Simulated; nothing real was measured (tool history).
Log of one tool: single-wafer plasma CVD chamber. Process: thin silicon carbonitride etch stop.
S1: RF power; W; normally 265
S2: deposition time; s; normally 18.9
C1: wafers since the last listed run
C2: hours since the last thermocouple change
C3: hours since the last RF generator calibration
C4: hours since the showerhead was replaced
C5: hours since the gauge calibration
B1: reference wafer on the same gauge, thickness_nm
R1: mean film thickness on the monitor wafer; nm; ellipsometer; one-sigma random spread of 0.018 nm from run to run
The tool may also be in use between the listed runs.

{"run": 1, "hour": 0.0, "S1": 265, "S2": 18.9, "C1": 0, "C2": 1805.3, "C3": 871.4, "C4": 2998.9, "C5": 23.7, "B1": 11.201, "R1": 12.027}
{"run": 2, "hour": 22.3, "S1": 265, "S2": 18.9, "C1": 376, "C2": 1827.6, "C3": 893.7, "C4": 3021.2, "C5": 46.0, "B1": 11.2, "R1": 12.006}
{"run": 3, "hour": 44.8, "S1": 265, "S2": 18.9, "C1": 379, "C2": 1850.1, "C3": 916.2, "C4": 3043.7, "C5": 68.5, "B1": 11.199, "R1": 12.015}
{"run": 4, "hour": 80.1, "S1": 265, "S2": 18.9, "C1": 595, "C2": 1885.4, "C3": 951.5, "C4": 3079.0, "C5": 103.8, "B1": 11.202, "R1": 12.045}
{"run": 5, "hour": 94.9, "S1": 265, "S2": 18.9, "C1": 249, "C2": 1900.2, "C3": 966.3, "C4": 3093.8, "C5": 118.6, "B1": 11.201, "R1": 12.021}
{"run": 6, "hour": 121.2, "S1": 235, "S2": 16.5, "C1": 443, "C2": 1926.5, "C3": 992.6, "C4": 3120.1, "C5": 144.9, "B1": 11.199, "R1": 10.254}
{"run": 7, "hour": 133.2, "S1": 235, "S2": 16.5, "C1": 202, "C2": 1938.5, "C3": 1004.6, "C4": 3132.1, "C5": 156.9, "B1": 11.198, "R1": 10.23}
{"run": 8, "hour": 160.3, "S1": 235, "S2": 16.5, "C1": 457, "C2": 1965.6, "C3": 1031.7, "C4": 3159.2, "C5": 184.0, "B1": 11.198, "R1": 10.27}
{"run": 9, "hour": 194.9, "S1": 300, "S2": 18.9, "C1": 583, "C2": 2000.2, "C3": 1066.3, "C4": 3193.8, "C5": 218.6, "B1": 11.2, "R1": 12.291}
{"hour": 233.4, "done": "thermocouple changed; heater temperature recalibrated"}
{"run": 10, "hour": 233.9, "S1": 300, "S2": 18.9, "C1": 523, "C2": 0.5, "C3": 1105.3, "C4": 3232.8, "C5": 257.6, "B1": 11.2, "R1": 12.293}
{"run": 11, "hour": 246.2, "S1": 245, "S2": 17.2, "C1": 207, "C2": 12.8, "C3": 1117.6, "C4": 3245.1, "C5": 269.9, "B1": 11.199, "R1": 10.775}
{"run": 12, "hour": 280.2, "S1": 245, "S2": 17.2, "C1": 573, "C2": 46.8, "C3": 1151.6, "C4": 3279.1, "C5": 303.9, "B1": 11.201, "R1": 10.752}
{"run": 13, "hour": 304.9, "S1": 300, "S2": 15.5, "C1": 416, "C2": 71.5, "C3": 1176.3, "C4": 3303.8, "C5": 328.6, "B1": 11.202, "R1": 10.059}
{"run": 14, "hour": 328.7, "S1": 265, "S2": 18.9, "C1": 401, "C2": 95.3, "C3": 1200.1, "C4": 3327.6, "C5": 352.4, "B1": 11.196, "R1": 11.989}
{"hour": 335.2, "done": "gauge calibrated"}
{"hour": 351.0, "done": "RF generator calibrated"}
{"hour": 357.3, "done": "showerhead replaced"}
{"run": 15, "hour": 357.8, "S1": 295, "S2": 19.9, "C1": 249, "C2": 124.4, "C3": 6.8, "C4": 0.5, "C5": 22.6, "B1": 11.202, "R1": 12.777}
{"run": 16, "hour": 384.0, "S1": 285, "S2": 22.1, "C1": 442, "C2": 150.6, "C3": 33.0, "C4": 26.7, "C5": 48.8, "B1": 11.201, "R1": 14.112}
{"run": 17, "hour": 414.0, "S1": 265, "S2": 18.9, "C1": 506, "C2": 180.6, "C3": 63.0, "C4": 56.7, "C5": 78.8, "B1": 11.201, "R1": 11.854}
{"run": 18, "hour": 427.4, "S1": 265, "S2": 18.9, "C1": 226, "C2": 194.0, "C3": 76.4, "C4": 70.1, "C5": 92.2, "B1": 11.2, "R1": 11.891}
{"run": 19, "hour": 443.9, "S1": 265, "S2": 18.9, "C1": 278, "C2": 210.5, "C3": 92.9, "C4": 86.6, "C5": 108.7, "B1": 11.2, "R1": 11.868}
{"hour": 467.7, "done": "RF generator calibrated, repeated, since the last time left the tool worse"}
{"run": 20, "hour": 468.2, "S1": 280, "S2": 20.4, "C1": 275, "C2": 234.8, "C3": 0.5, "C4": 110.9, "C5": 133.0, "B1": 11.199, "R1": 13.196}
{"run": 21, "hour": 495.6, "S1": 265, "S2": 18.9, "C1": 462, "C2": 262.2, "C3": 27.9, "C4": 138.3, "C5": 160.4, "B1": 11.203, "R1": 12.118}

The next listed run, before its measurement:
{"run": 22, "hour": 512.5, "S1": 295, "S2": 18.9, "C1": 285, "C2": 279.1, "C3": 44.8, "C4": 155.2, "C5": 177.3, "B1": "?", "R1": "?"}

B1: 11.202
R1: 12.393 nm
If the tool had no hidden condition, the same run with the same run-to-run variation would have returned R1 12.401 nm.
